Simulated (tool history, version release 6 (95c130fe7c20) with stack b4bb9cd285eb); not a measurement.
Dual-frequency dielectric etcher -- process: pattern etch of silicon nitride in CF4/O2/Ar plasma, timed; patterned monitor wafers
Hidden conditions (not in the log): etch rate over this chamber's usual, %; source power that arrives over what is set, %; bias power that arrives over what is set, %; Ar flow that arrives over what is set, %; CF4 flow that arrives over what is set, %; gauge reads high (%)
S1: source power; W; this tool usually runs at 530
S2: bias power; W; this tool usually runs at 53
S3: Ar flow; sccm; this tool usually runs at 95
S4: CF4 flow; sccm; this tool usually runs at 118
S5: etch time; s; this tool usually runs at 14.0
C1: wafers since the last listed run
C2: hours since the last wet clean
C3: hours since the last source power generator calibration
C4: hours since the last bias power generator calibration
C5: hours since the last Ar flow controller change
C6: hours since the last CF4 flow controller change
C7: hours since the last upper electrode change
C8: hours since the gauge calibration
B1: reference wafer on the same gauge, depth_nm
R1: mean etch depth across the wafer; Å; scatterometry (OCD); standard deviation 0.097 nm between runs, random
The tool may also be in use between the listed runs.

{"run": 1, "hour": 0.0, "S1": 580, "S2": 44, "S3": 79, "S4": 88, "S5": 14.0, "C1": 0, "C2": 148.1, "C3": 761.8, "C4": 747.1, "C5": 2722.1, "C6": 282.7, "C7": 241.1, "C8": 2516.0, "B1": 34.85, "R1": 309.3}
{"hour": 6.2, "done": "gauge calibrated"}
{"run": 2, "hour": 57.8, "S1": 530, "S2": 53, "S3": 95, "S4": 147, "S5": 14.0, "C1": 684, "C2": 205.9, "C3": 819.6, "C4": 804.9, "C5": 2779.9, "C6": 340.5, "C7": 298.9, "C8": 51.6, "B1": 34.8, "R1": 314.0}
{"run": 3, "hour": 84.0, "S1": 530, "S2": 49, "S3": 72, "S4": 118, "S5": 14.0, "C1": 310, "C2": 232.1, "C3": 845.8, "C4": 831.1, "C5": 2806.1, "C6": 366.7, "C7": 325.1, "C8": 77.8, "B1": 34.82, "R1": 314.6}
{"run": 4, "hour": 140.2, "S1": 630, "S2": 53, "S3": 95, "S4": 118, "S5": 14.0, "C1": 665, "C2": 288.3, "C3": 902.0, "C4": 887.3, "C5": 2862.3, "C6": 422.9, "C7": 381.3, "C8": 134.0, "B1": 34.78, "R1": 340.6}
{"run": 5, "hour": 168.6, "S1": 430, "S2": 50, "S3": 118, "S4": 126, "S5": 14.0, "C1": 336, "C2": 316.7, "C3": 930.4, "C4": 915.7, "C5": 2890.7, "C6": 451.3, "C7": 409.7, "C8": 162.4, "B1": 34.82, "R1": 254.1}
{"hour": 214.1, "done": "Ar flow controller replaced"}
{"run": 6, "hour": 214.6, "S1": 530, "S2": 53, "S3": 95, "S4": 118, "S5": 14.0, "C1": 473, "C2": 362.7, "C3": 976.4, "C4": 961.7, "C5": 0.5, "C6": 497.3, "C7": 455.7, "C8": 208.4, "B1": 34.78, "R1": 308.3}
{"run": 7, "hour": 247.8, "S1": 530, "S2": 53, "S3": 95, "S4": 89, "S5": 14.0, "C1": 392, "C2": 395.9, "C3": 1009.6, "C4": 994.9, "C5": 33.7, "C6": 530.5, "C7": 488.9, "C8": 241.6, "B1": 34.82, "R1": 299.5}
{"run": 8, "hour": 291.9, "S1": 530, "S2": 57, "S3": 95, "S4": 118, "S5": 14.0, "C1": 522, "C2": 440.0, "C3": 1053.7, "C4": 1039.0, "C5": 77.8, "C6": 574.6, "C7": 533.0, "C8": 285.7, "B1": 34.76, "R1": 314.7}
{"run": 9, "hour": 338.0, "S1": 530, "S2": 48, "S3": 115, "S4": 118, "S5": 17.0, "C1": 545, "C2": 486.1, "C3": 1099.8, "C4": 1085.1, "C5": 123.9, "C6": 620.7, "C7": 579.1, "C8": 331.8, "B1": 34.83, "R1": 348.0}
{"hour": 370.4, "done": "wet clean of the chamber"}
{"run": 10, "hour": 380.2, "S1": 530, "S2": 57, "S3": 95, "S4": 118, "S5": 14.0, "C1": 215, "C2": 9.8, "C3": 1142.0, "C4": 1127.3, "C5": 166.1, "C6": 662.9, "C7": 621.3, "C8": 374.0, "B1": 34.83, "R1": 318.6}
{"run": 11, "hour": 470.3, "S1": 530, "S2": 61, "S3": 95, "S4": 101, "S5": 14.0, "C1": 1066, "C2": 99.9, "C3": 1232.1, "C4": 1217.4, "C5": 256.2, "C6": 753.0, "C7": 711.4, "C8": 464.1, "B1": 34.84, "R1": 321.6}
{"run": 12, "hour": 514.0, "S1": 530, "S2": 53, "S3": 95, "S4": 118, "S5": 14.0, "C1": 517, "C2": 143.6, "C3": 1275.8, "C4": 1261.1, "C5": 299.9, "C6": 796.7, "C7": 755.1, "C8": 507.8, "B1": 34.84, "R1": 311.0}
{"run": 13, "hour": 573.2, "S1": 600, "S2": 60, "S3": 85, "S4": 102, "S5": 14.0, "C1": 700, "C2": 202.8, "C3": 1335.0, "C4": 1320.3, "C5": 359.1, "C6": 855.9, "C7": 814.3, "C8": 567.0, "B1": 34.82, "R1": 350.8}
{"run": 14, "hour": 607.2, "S1": 590, "S2": 53, "S3": 116, "S4": 118, "S5": 11.5, "C1": 402, "C2": 236.8, "C3": 1369.0, "C4": 1354.3, "C5": 393.1, "C6": 889.9, "C7": 848.3, "C8": 601.0, "B1": 34.76, "R1": 260.1}
{"run": 15, "hour": 656.2, "S1": 530, "S2": 53, "S3": 95, "S4": 118, "S5": 14.0, "C1": 580, "C2": 285.8, "C3": 1418.0, "C4": 1403.3, "C5": 442.1, "C6": 938.9, "C7": 897.3, "C8": 650.0, "B1": 34.77, "R1": 307.5}
{"run": 16, "hour": 719.2, "S1": 640, "S2": 61, "S3": 103, "S4": 133, "S5": 14.0, "C1": 745, "C2": 348.8, "C3": 1481.0, "C4": 1466.3, "C5": 505.1, "C6": 1001.9, "C7": 960.3, "C8": 713.0, "B1": 34.81, "R1": 361.2}
{"run": 17, "hour": 786.0, "S1": 530, "S2": 53, "S3": 95, "S4": 118, "S5": 14.0, "C1": 790, "C2": 415.6, "C3": 1547.8, "C4": 1533.1, "C5": 571.9, "C6": 1068.7, "C7": 1027.1, "C8": 779.8, "B1": 34.78, "R1": 307.2}
{"run": 18, "hour": 812.6, "S1": 530, "S2": 53, "S3": 88, "S4": 118, "S5": 14.0, "C1": 314, "C2": 442.2, "C3": 1574.4, "C4": 1559.7, "C5": 598.5, "C6": 1095.3, "C7": 1053.7, "C8": 806.4, "B1": 34.76, "R1": 309.4}
{"hour": 850.3, "done": "wet clean of the chamber"}
{"run": 19, "hour": 850.8, "S1": 530, "S2": 53, "S3": 95, "S4": 118, "S5": 14.0, "C1": 168, "C2": 0.5, "C3": 1612.6, "C4": 1597.9, "C5": 636.7, "C6": 1133.5, "C7": 1091.9, "C8": 844.6, "B1": 34.8, "R1": 308.1}
{"run": 20, "hour": 897.7, "S1": 530, "S2": 61, "S3": 116, "S4": 91, "S5": 12.0, "C1": 555, "C2": 47.4, "C3": 1659.5, "C4": 1644.8, "C5": 683.6, "C6": 1180.4, "C7": 1138.8, "C8": 891.5, "B1": 34.82, "R1": 260.9}

What if the next run were any one of these 5? Each begins from the tool's condition after run 20:
{"run": "A", "hour": 898.1, "S1": 530, "S2": 53, "S3": 95, "S4": 118, "S5": 14.0, "C1": 4, "C2": 47.8, "C3": 1659.9, "C4": 1645.2, "C5": 684.0, "C6": 1180.8, "C7": 1139.2, "C8": 891.9, "B1": "?", "R1": "?"}
{"run": "B", "hour": 898.1, "S1": 440, "S2": 49, "S3": 71, "S4": 118, "S5": 15.5, "C1": 4, "C2": 47.8, "C3": 1659.9, "C4": 1645.2, "C5": 684.0, "C6": 1180.8, "C7": 1139.2, "C8": 891.9, "B1": "?", "R1": "?"}
{"run": "C", "hour": 898.1, "S1": 640, "S2": 53, "S3": 116, "S4": 137, "S5": 14.0, "C1": 4, "C2": 47.8, "C3": 1659.9, "C4": 1645.2, "C5": 684.0, "C6": 1180.8, "C7": 1139.2, "C8": 891.9, "B1": "?", "R1": "?"}
{"run": "D", "hour": 898.1, "S1": 530, "S2": 48, "S3": 95, "S4": 118, "S5": 14.0, "C1": 4, "C2": 47.8, "C3": 1659.9, "C4": 1645.2, "C5": 684.0, "C6": 1180.8, "C7": 1139.2, "C8": 891.9, "B1": "?", "R1": "?"}
{"run": "E", "hour": 898.1, "S1": 530, "S2": 60, "S3": 95, "S4": 132, "S5": 14.0, "C1": 4, "C2": 47.8, "C3": 1659.9, "C4": 1645.2, "C5": 684.0, "C6": 1180.8, "C7": 1139.2, "C8": 891.9, "B1": "?", "R1": "?"}

run=A B1=34.83 R1=309.5
run=B B1=34.83 R1=314.3
run=C B1=34.83 R1=342.1
run=D B1=34.83 R1=299.9
run=E B1=34.83 R1=325.5
The same runs, with their run-to-run variation unchanged, on a tool lacking any hidden condition would have given:
run=A R1=312.1
run=B R1=316.3
run=C R1=345.2
run=D R1=302.5
run=E R1=328.0
